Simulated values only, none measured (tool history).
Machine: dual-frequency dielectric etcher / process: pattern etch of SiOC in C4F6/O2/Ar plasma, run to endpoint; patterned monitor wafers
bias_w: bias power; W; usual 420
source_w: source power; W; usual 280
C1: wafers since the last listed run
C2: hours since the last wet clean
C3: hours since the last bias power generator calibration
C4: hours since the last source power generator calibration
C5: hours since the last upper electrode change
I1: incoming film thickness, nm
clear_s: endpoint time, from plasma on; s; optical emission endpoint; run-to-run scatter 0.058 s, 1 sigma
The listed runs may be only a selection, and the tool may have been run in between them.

run 1 day=0 | bias_w=420 source_w=280 | C1=0 C2=7 C3=2610 C4=1142.4 C5=1371.8 | I1=50.2 | clear_s=19.6
run 2 day=2.925 | bias_w=396 source_w=330 | C1=1272 C2=77.2 C3=2680.2 C4=1212.6 C5=1442 | I1=50.8 | clear_s=19.4
run 3 day=5.75 | bias_w=396 source_w=330 | C1=1228 C2=145 C3=2748 C4=1280.4 C5=1509.8 | I1=49.5 | clear_s=18.8
run 4 day=7.892 | bias_w=396 source_w=330 | C1=931 C2=196.4 C3=2799.4 C4=1331.8 C5=1561.2 | I1=50.1 | clear_s=19.1
run 5 day=9.192 | bias_w=420 source_w=280 | C1=565 C2=227.6 C3=2830.6 C4=1363 C5=1592.4 | I1=50.3 | clear_s=19.6
run 6 day=10.758 | bias_w=420 source_w=280 | C1=681 C2=265.2 C3=2868.2 C4=1400.6 C5=1630 | I1=50.5 | clear_s=19.6
run 7 day=13.1 | bias_w=420 source_w=280 | C1=1018 C2=321.4 C3=2924.4 C4=1456.8 C5=1686.2 | I1=50.3 | clear_s=19.4
run 8 day=14.542 | bias_w=420 source_w=300 | C1=627 C2=356 C3=2959 C4=1491.4 C5=1720.8 | I1=50.1 | clear_s=19.1
run 9 day=17.242 | bias_w=420 source_w=300 | C1=1174 C2=420.8 C3=3023.8 C4=1556.2 C5=1785.6 | I1=50.1 | clear_s=18.8
-- day=19.833 wet clean of the chamber
run 10 day=19.854 | bias_w=420 source_w=300 | C1=701 C2=0.5 C3=3086.5 C4=1618.9 C5=1848.3 | I1=50.3 | clear_s=19.3
run 11 day=21.579 | bias_w=367 source_w=240 | C1=750 C2=41.9 C3=3127.9 C4=1660.3 C5=1889.7 | I1=50.2 | clear_s=21.5
-- day=23.371 bias power generator calibrated
run 12 day=23.488 | bias_w=367 source_w=240 | C1=757 C2=87.7 C3=2.8 C4=1706.1 C5=1935.5 | I1=50 | clear_s=21.5
run 13 day=25.958 | bias_w=390 source_w=280 | C1=1074 C2=147 C3=62.1 C4=1765.4 C5=1994.8 | I1=49.5 | clear_s=19.9
run 14 day=28.492 | bias_w=469 source_w=300 | C1=1102 C2=207.8 C3=122.9 C4=1826.2 C5=2055.6 | I1=50.1 | clear_s=18.4
run 15 day=31.442 | bias_w=396 source_w=330 | C1=1283 C2=278.6 C3=193.7 C4=1897 C5=2126.4 | I1=50 | clear_s=18.9
-- day=31.762 source power generator calibrated
run 16 day=32.688 | bias_w=420 source_w=230 | C1=469 C2=308.5 C3=223.6 C4=22.2 C5=2156.3 | I1=50.4 | clear_s=20.3
run 17 day=34.571 | bias_w=329 source_w=330 | C1=819 C2=353.7 C3=268.8 C4=67.4 C5=2201.5 | I1=50.8 | clear_s=20.3
-- day=37.221 wet clean of the chamber
run 18 day=37.242 | bias_w=420 source_w=250 | C1=726 C2=0.5 C3=332.9 C4=131.5 C5=2265.6 | I1=50.2 | clear_s=20.1
run 19 day=38.762 | bias_w=511 source_w=330 | C1=661 C2=37 C3=369.4 C4=168 C5=2302.1 | I1=50.3 | clear_s=17.3
-- day=40.117 upper electrode replaced
run 20 day=41.354 | bias_w=420 source_w=230 | C1=692 C2=99.2 C3=431.6 C4=230.2 C5=29.7 | I1=50.3 | clear_s=20.5
run 21 day=44.183 | bias_w=390 source_w=330 | C1=1230 C2=167.1 C3=499.5 C4=298.1 C5=97.6 | I1=50.3 | clear_s=19.1
run 22 day=46.604 | bias_w=517 source_w=320 | C1=1053 C2=225.2 C3=557.6 C4=356.2 C5=155.7 | I1=49.9 | clear_s=17.1
run 23 day=49.3 | bias_w=420 source_w=280 | C1=1172 C2=289.9 C3=622.3 C4=420.9 C5=220.4 | I1=49.7 | clear_s=19.1
run 24 day=50.6 | bias_w=396 source_w=330 | C1=565 C2=321.1 C3=653.5 C4=452.1 C5=251.6 | I1=49.9 | clear_s=18.7
run 25 day=52.379 | bias_w=453 source_w=280 | C1=773 C2=363.8 C3=696.2 C4=494.8 C5=294.3 | I1=50.2 | clear_s=18.7
run 26 day=54.2 | bias_w=481 source_w=220 | C1=792 C2=407.5 C3=739.9 C4=538.5 C5=338 | I1=50.1 | clear_s=19.3
-- day=55.562 wet clean of the chamber
run 27 day=56.725 | bias_w=420 source_w=280 | C1=663 C2=27.9 C3=800.5 C4=599.1 C5=398.6 | I1=50.1 | clear_s=19.6
run 28 day=58.012 | bias_w=470 source_w=250 | C1=560 C2=58.8 C3=831.4 C4=630 C5=429.5 | I1=50 | clear_s=19.3

What if the next run were any one of these 4? Each begins from the tool's condition after run 28:
run A day=58.029 | bias_w=394 source_w=280 | C1=7 C2=59.2 C3=831.8 C4=630.4 C5=429.9 | I1=49.7 | clear_s=?
run B day=58.029 | bias_w=451 source_w=340 | C1=7 C2=59.2 C3=831.8 C4=630.4 C5=429.9 | I1=49.7 | clear_s=?
run C day=58.029 | bias_w=420 source_w=240 | C1=7 C2=59.2 C3=831.8 C4=630.4 C5=429.9 | I1=49.7 | clear_s=?
run D day=58.029 | bias_w=364 source_w=340 | C1=7 C2=59.2 C3=831.8 C4=630.4 C5=429.9 | I1=49.7 | clear_s=?

run=A clear_s=19.8
run=B clear_s=17.8
run=C clear_s=20.1
run=D clear_s=19.3
What these runs would have given with no unlogged condition in the tool:
run=A clear_s=19.7
run=B clear_s=17.7
run=C clear_s=20
run=D clear_s=19.2

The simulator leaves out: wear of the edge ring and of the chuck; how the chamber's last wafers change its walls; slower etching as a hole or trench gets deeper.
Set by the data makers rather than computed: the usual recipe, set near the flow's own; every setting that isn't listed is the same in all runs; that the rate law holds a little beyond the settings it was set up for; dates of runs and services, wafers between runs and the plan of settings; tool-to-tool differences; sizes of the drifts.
